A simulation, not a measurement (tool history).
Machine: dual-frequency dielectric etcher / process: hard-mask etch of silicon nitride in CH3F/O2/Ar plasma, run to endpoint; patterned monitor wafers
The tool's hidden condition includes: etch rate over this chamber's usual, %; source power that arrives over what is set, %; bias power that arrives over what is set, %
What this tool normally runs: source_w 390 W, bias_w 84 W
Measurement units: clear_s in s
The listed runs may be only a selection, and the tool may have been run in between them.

run,day,source_w,bias_w,wafers since the last listed run,hours since the last wet clean,hours since the last source power generator calibration,hours since the last bias power generator calibration,hours since the last upper electrode change,"incoming incoming film thickness, nm",clear_s
1,0,390,84,0,574.9,4347.2,3783.4,4398,31.61,37.9
# day 1.504: upper electrode replaced
2,1.525,390,84,188,611.5,4383.8,3820,0.5,31.23,37.6
3,1.542,390,84,5,611.9,4384.2,3820.4,0.9,31.47,38.4
# day 2.558: wet clean of the chamber
4,2.708,390,84,59,3.6,4412.2,3848.4,28.9,31.6,39.9
5,3.775,390,84,382,29.2,4437.8,3874,54.5,31.46,39.9
6,4.658,430,84,316,50.4,4459,3895.2,75.7,31.43,38.9
7,5.471,410,84,291,69.9,4478.5,3914.7,95.2,31.41,39.6
8,6.554,410,84,388,95.9,4504.5,3940.7,121.2,31.69,39.8
9,7.096,410,84,194,108.9,4517.5,3953.7,134.2,31.28,38.4
10,8.121,390,84,367,133.5,4542.1,3978.3,158.8,31.4,39.4
11,9.45,390,84,476,165.4,4574,4010.2,190.7,31.69,39.9
12,10.679,390,84,440,194.9,4603.5,4039.7,220.2,31.79,39.9
13,12.1,390,73,509,229,4637.6,4073.8,254.3,31.34,41.7
14,15.392,390,84,1180,308,4716.6,4152.8,333.3,31.66,39.8
15,15.925,360,65,191,320.8,4729.4,4165.6,346.1,31.78,44.7
16,17.338,360,96,506,354.7,4763.3,4199.5,380,31.6,38.6
17,17.933,390,84,213,369,4777.6,4213.8,394.3,31.52,38.6
# day 18.392: source power generator calibrated
18,18.475,340,69,134,382,2,4226.8,407.3,31.57,44.2
19,19.254,440,65,279,400.7,20.7,4245.5,426,31.51,40.8
20,20.221,390,70,346,423.9,43.9,4268.7,449.2,31.61,41.8
# day 20.604: bias power generator calibrated
21,21.262,390,84,313,448.9,68.9,15.8,474.2,31.71,39.1
# day 22.808: wet clean of the chamber
22,22.829,470,74,203,0.5,106.5,53.4,511.8,31.83,40.1
23,23.142,480,102,112,8,114,60.9,519.3,31.58,35.1
24,23.85,390,84,254,25,131,77.9,536.3,31.37,40.1
25,24.738,390,84,318,46.3,152.3,99.2,557.6,31.62,40.2
26,25.429,440,78,248,62.9,168.9,115.8,574.2,31.42,39.4
27,26.196,410,84,274,81.3,187.3,134.2,592.6,31.53,39.2
28,27.667,490,84,527,116.6,222.6,169.5,627.9,31.84,37.3
29,28.412,390,84,267,134.5,240.5,187.4,645.8,31.73,40.2
30,29.875,300,84,524,169.6,275.6,222.5,680.9,31.52,43.4
31,31.25,410,69,493,202.6,308.6,255.5,713.9,31.83,41.7
32,32.212,390,84,345,225.7,331.7,278.6,737,31.68,38.8
33,33.679,480,84,526,260.9,366.9,313.8,772.2,31.83,36.4
34,34.417,390,68,264,278.6,384.6,331.5,789.9,31.54,42.1
35,35.512,440,63,393,304.9,410.9,357.8,816.2,31.65,42
36,36.762,290,84,448,334.9,440.9,387.8,846.2,31.58,43.2

3 options for the next run, each taken on its own from the tool as it stands now. Forecast them:
A,36.779,390,84,5,335.3,441.3,388.2,846.6,31.34,?
B,36.779,430,102,5,335.3,441.3,388.2,846.6,31.34,?
C,36.779,290,102,5,335.3,441.3,388.2,846.6,31.34,?

run,clear_s
A,38.3
B,34.3
C,39.4
What these runs would have given with no unlogged condition in the tool:
run,clear_s
A,39.8
B,35.6
C,40.9
